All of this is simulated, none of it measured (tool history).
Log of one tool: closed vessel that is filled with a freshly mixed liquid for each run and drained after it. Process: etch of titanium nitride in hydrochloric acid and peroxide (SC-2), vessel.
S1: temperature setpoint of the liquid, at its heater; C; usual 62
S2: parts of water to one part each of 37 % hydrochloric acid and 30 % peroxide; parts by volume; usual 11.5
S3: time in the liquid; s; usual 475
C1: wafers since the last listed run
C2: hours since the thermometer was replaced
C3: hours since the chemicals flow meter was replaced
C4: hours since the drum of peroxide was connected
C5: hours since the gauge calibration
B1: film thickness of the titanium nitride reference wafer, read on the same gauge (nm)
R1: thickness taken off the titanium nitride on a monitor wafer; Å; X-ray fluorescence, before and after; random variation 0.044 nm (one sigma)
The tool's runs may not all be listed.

{"run": 1, "hour": 0.0, "S1": 62, "S2": 11.5, "S3": 655, "C1": 0, "C2": 574, "C3": 2250.3, "C4": 1367.3, "C5": 63.2, "B1": 59.98, "R1": 224.9}
{"run": 2, "hour": 11.0, "S1": 62, "S2": 11.5, "S3": 475, "C1": 858, "C2": 585, "C3": 2261.3, "C4": 1378.3, "C5": 74.2, "B1": 60, "R1": 163.3}
{"run": 3, "hour": 26.7, "S1": 62, "S2": 11.5, "S3": 475, "C1": 1225, "C2": 600.7, "C3": 2277, "C4": 1394, "C5": 89.9, "B1": 60.04, "R1": 162.5}
{"run": 4, "hour": 35.0, "S1": 57.5, "S2": 11.5, "S3": 475, "C1": 647, "C2": 609, "C3": 2285.3, "C4": 1402.3, "C5": 98.2, "B1": 59.97, "R1": 122.2}
{"run": 5, "hour": 50.0, "S1": 57.5, "S2": 11.5, "S3": 475, "C1": 1170, "C2": 624, "C3": 2300.3, "C4": 1417.3, "C5": 113.2, "B1": 60.02, "R1": 122.6}
{"run": 6, "hour": 65.1, "S1": 57.5, "S2": 11.5, "S3": 475, "C1": 1178, "C2": 639.1, "C3": 2315.4, "C4": 1432.4, "C5": 128.3, "B1": 60.02, "R1": 122.6}
{"run": 7, "hour": 72.7, "S1": 62, "S2": 11.5, "S3": 475, "C1": 593, "C2": 646.7, "C3": 2323, "C4": 1440, "C5": 135.9, "B1": 60, "R1": 162.7}
{"run": 8, "hour": 89.7, "S1": 62, "S2": 11.5, "S3": 475, "C1": 1326, "C2": 663.7, "C3": 2340, "C4": 1457, "C5": 152.9, "B1": 59.96, "R1": 161.5}
{"run": 9, "hour": 99.2, "S1": 62, "S2": 6, "S3": 475, "C1": 741, "C2": 673.2, "C3": 2349.5, "C4": 1466.5, "C5": 162.4, "B1": 59.99, "R1": 273.2}
{"hour": 100.3, "done": "gauge calibrated"}
{"run": 10, "hour": 107.3, "S1": 70.5, "S2": 8, "S3": 255, "C1": 632, "C2": 681.3, "C3": 2357.6, "C4": 1474.6, "C5": 7, "B1": 60, "R1": 196.6}
{"run": 11, "hour": 118.1, "S1": 57, "S2": 6, "S3": 390, "C1": 842, "C2": 692.1, "C3": 2368.4, "C4": 1485.4, "C5": 17.8, "B1": 59.95, "R1": 164}
{"run": 12, "hour": 126.6, "S1": 62, "S2": 13, "S3": 735, "C1": 663, "C2": 700.6, "C3": 2376.9, "C4": 1493.9, "C5": 26.3, "B1": 60.02, "R1": 224.1}
{"hour": 129.7, "done": "chemicals flow meter replaced"}
{"run": 13, "hour": 139.7, "S1": 62, "S2": 11.5, "S3": 475, "C1": 944, "C2": 713.7, "C3": 10, "C4": 1507, "C5": 39.4, "B1": 60, "R1": 160.8}
{"hour": 144.9, "done": "thermometer replaced"}
{"hour": 151.6, "done": "new drum of peroxide connected"}
{"run": 14, "hour": 181.4, "S1": 62, "S2": 11.5, "S3": 200, "C1": 3098, "C2": 36.5, "C3": 51.7, "C4": 29.8, "C5": 81.1, "B1": 59.99, "R1": 75.6}
{"run": 15, "hour": 191.0, "S1": 67, "S2": 8.5, "S3": 700, "C1": 749, "C2": 46.1, "C3": 61.3, "C4": 39.4, "C5": 90.7, "B1": 59.99, "R1": 461.1}
{"run": 16, "hour": 201.3, "S1": 62, "S2": 9.5, "S3": 310, "C1": 803, "C2": 56.4, "C3": 71.6, "C4": 49.7, "C5": 101, "B1": 60, "R1": 137}
{"run": 17, "hour": 217.0, "S1": 62, "S2": 11.5, "S3": 475, "C1": 1225, "C2": 72.1, "C3": 87.3, "C4": 65.4, "C5": 116.7, "B1": 60, "R1": 178.8}

How the hidden state differs across the entries between the runs, from the last listed run before each to the first after it:
Between runs 9 and 10: gauge calibrated (hour 100.3)
  liquid colder than its thermometer reads (K): 0.647 -> 0.654; peroxide weaker than its label (%): 8.5 -> 8.54
  measured less the result without the state, R1: -34.3 -> -24.8 Å
Between runs 12 and 13: chemicals flow meter replaced (hour 129.7)
  liquid colder than its thermometer reads (K): 0.669 -> 0.679; peroxide weaker than its label (%): 8.66 -> 8.73
  measured less the result without the state, R1: -30.2 -> -21.8 Å
Between runs 13 and 14: thermometer replaced (hour 144.9); new drum of peroxide connected (hour 151.6)
  liquid colder than its thermometer reads (K): 0.679 -> 0.0386; peroxide weaker than its label (%): 8.73 -> 1.71
  measured less the result without the state, R1: -21.8 -> -1.4 Å
